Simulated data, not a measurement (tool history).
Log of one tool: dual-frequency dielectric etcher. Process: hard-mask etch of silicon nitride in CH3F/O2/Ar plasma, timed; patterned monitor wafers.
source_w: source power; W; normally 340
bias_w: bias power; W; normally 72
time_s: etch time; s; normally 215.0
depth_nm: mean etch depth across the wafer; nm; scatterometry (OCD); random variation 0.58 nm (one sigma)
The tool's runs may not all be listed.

run    hour  source_w  bias_w  time_s  wafers since the last listed run  hours since the last wet clean  hours since the last source power generator calibration  hours since the last bias power generator calibration  hours since the last upper electrode change  hours since the gauge calibration  read-back reference wafer on the same gauge, depth_nm  depth_nm
  1     0.0       340      72   215.0                                 0                           340.3                                                   4287.7                                                 1912.7                                       1534.2                             1117.4                                                  129.0     149.5
       40.3  -- wet clean of the chamber
  2    81.8       390      72   215.0                               424                            41.5                                                   4369.5                                                 1994.5                                       1616.0                             1199.2                                                  129.0     166.4
  3   137.3       390      72   215.0                               407                            97.0                                                   4425.0                                                 2050.0                                       1671.5                             1254.7                                                  129.0     164.4
      418.6  -- wet clean of the chamber
  4   425.8       340      72   215.0                              1942                             7.2                                                   4713.5                                                 2338.5                                       1960.0                             1543.2                                                  128.9     166.0
  5   518.1       340      72   215.0                               677                            99.5                                                   4805.8                                                 2430.8                                       2052.3                             1635.5                                                  129.1     164.5
  6   571.8       400      72   215.0                               394                           153.2                                                   4859.5                                                 2484.5                                       2106.0                             1689.2                                                  129.0     178.0
      642.6  -- gauge calibrated
      677.4  -- wet clean of the chamber, repeated, since the last time left the tool worse
  7   679.2       400      72   215.0                               612                             1.8                                                   4966.9                                                 2591.9                                       2213.4                               36.6                                                  129.0     170.3
  8   785.6       340      72   215.0                               781                           108.2                                                   5073.3                                                 2698.3                                       2319.8                              143.0                                                  129.0     154.2
  9   888.9       340      72   215.0                               758                           211.5                                                   5176.6                                                 2801.6                                       2423.1                              246.3                                                  129.0     151.7
 10   948.3       340      72   215.0                               436                           270.9                                                   5236.0                                                 2861.0                                       2482.5                              305.7                                                  129.0     151.2
 11  1030.1       340      72   215.0                               600                           352.7                                                   5317.8                                                 2942.8                                       2564.3                              387.5                                                  129.0     150.2
     1059.4  -- wet clean of the chamber
 12  1111.2       340      72   215.0                               419                            51.8                                                   5398.9                                                 3023.9                                       2645.4                              468.6                                                  129.0     154.5
     1202.1  -- source power generator calibrated
 13  1202.6       260      88   215.0                               641                           143.2                                                      0.5                                                 3115.3                                       2736.8                              560.0                                                  129.0     137.9
     1359.4  -- upper electrode replaced
     1433.2  -- wet clean of the chamber
 14  1433.7       340      72   173.5                              1344                             0.5                                                    231.6                                                 3346.4                                         74.3                              791.1                                                  129.0     126.4
 15  1508.8       340      83   176.5                               551                            75.6                                                    306.7                                                 3421.5                                        149.4                              866.2                                                  128.9     131.8
 16  1593.0       410      72   215.0                               618                           159.8                                                    390.9                                                 3505.7                                        233.6                              950.4                                                  128.9     170.6
     1609.9  -- bias power generator calibrated
 17  1648.1       340      72   276.5                               375                           214.9                                                    446.0                                                   38.2                                        288.7                             1005.5                                                  129.0     196.6
 18  1693.7       370      72   154.5                               334                           260.5                                                    491.6                                                   83.8                                        334.3                             1051.1                                                  129.1     114.6
 19  1768.3       410      63   266.5                               547                           335.1                                                    566.2                                                  158.4                                        408.9                             1125.7                                                  128.9     199.3
     1823.2  -- wet clean of the chamber
 20  1858.5       290      72   236.5                               486                            35.3                                                    656.4                                                  248.6                                        499.1                             1215.9                                                  129.0     156.0
 21  1898.6       340      72   215.0                               294                            75.4                                                    696.5                                                  288.7                                        539.2                             1256.0                                                  128.9     154.5
 22  1934.6       390      54   161.5                               264                           111.4                                                    732.5                                                  324.7                                        575.2                             1292.0                                                  128.9     117.1
 23  2025.2       270      87   264.0                               665                           202.0                                                    823.1                                                  415.3                                        665.8                             1382.6                                                  128.9     172.4

Below are 4 alternative next runs, each starting from the tool's condition after run 23. Predict each:
  A  2025.7       340      72   256.0                                 3                           202.5                                                    823.6                                                  415.8                                        666.3                             1383.1                                                      ?         ?
  B  2025.7       340      58   235.0                                 3                           202.5                                                    823.6                                                  415.8                                        666.3                             1383.1                                                      ?         ?
  C  2025.7       340      57   215.0                                 3                           202.5                                                    823.6                                                  415.8                                        666.3                             1383.1                                                      ?         ?
  D  2025.7       380      90   215.0                                 3                           202.5                                                    823.6                                                  415.8                                        666.3                             1383.1                                                      ?         ?

run  read-back reference wafer on the same gauge, depth_nm  depth_nm
  A                                                  128.9     181.5
  B                                                  128.9     158.4
  C                                                  128.9     144.4
  D                                                  128.9     171.3
The same runs, with their run-to-run variation unchanged, on a tool lacking any hidden condition would have given:
run  depth_nm
  A     185.3
  B     161.7
  C     147.4
  D     174.8
